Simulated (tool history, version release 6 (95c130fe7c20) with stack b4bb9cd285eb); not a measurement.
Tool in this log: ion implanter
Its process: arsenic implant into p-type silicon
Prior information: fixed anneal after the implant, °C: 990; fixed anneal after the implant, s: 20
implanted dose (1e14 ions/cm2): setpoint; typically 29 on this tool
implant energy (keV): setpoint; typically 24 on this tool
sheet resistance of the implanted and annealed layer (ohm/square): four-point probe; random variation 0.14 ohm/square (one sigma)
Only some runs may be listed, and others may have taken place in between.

run	day	implanted dose (1e14 ions/cm2)	implant energy (keV)	read-back reference wafer on the same gauge, sheet resistance	sheet resistance of the implanted and annealed layer (ohm/square)
1	0	29	24	96.72	94.44
2	1.117	29	24	96.76	94.45
3	2.467	25.31	24	96.71	95.38
4	2.971	29	24	96.71	94.23
# day 3.475: gauge calibrated
5	4.046	29	24	96.61	94.22
6	4.825	29	24	96.64	94.22
# day 5.754: extraction supply calibrated
7	6.042	29	24	96.62	94.21
# day 6.788: Faraday cup replaced and dose calibrated
8	7.717	36.3	30.5	96.72	82.08
9	8.683	32.58	24	96.66	93.1
10	9.217	36.44	16	96.69	107.09
11	10.221	29	24	96.75	94.19
12	10.867	32.9	19	96.73	102.34
# day 11.138: gauge calibrated
13	11.921	35.22	27	96.66	87.66
14	12.517	29	24	96.71	94.21
15	14.008	29	24	96.66	94.25

Forecast each of these 3 alternatives for the next run:
A	14.025	22.46	24	?	?
B	14.025	22.26	16	?	?
C	14.025	36.81	20	?	?

run	read-back reference wafer on the same gauge, sheet resistance	sheet resistance of the implanted and annealed layer (ohm/square)
A	96.67	96.93
B	96.67	113.67
C	96.67	99.04
The same runs, with their run-to-run variation unchanged, on a tool lacking any hidden condition would have given:
run	sheet resistance of the implanted and annealed layer (ohm/square)
A	96.93
B	113.67
C	99.04

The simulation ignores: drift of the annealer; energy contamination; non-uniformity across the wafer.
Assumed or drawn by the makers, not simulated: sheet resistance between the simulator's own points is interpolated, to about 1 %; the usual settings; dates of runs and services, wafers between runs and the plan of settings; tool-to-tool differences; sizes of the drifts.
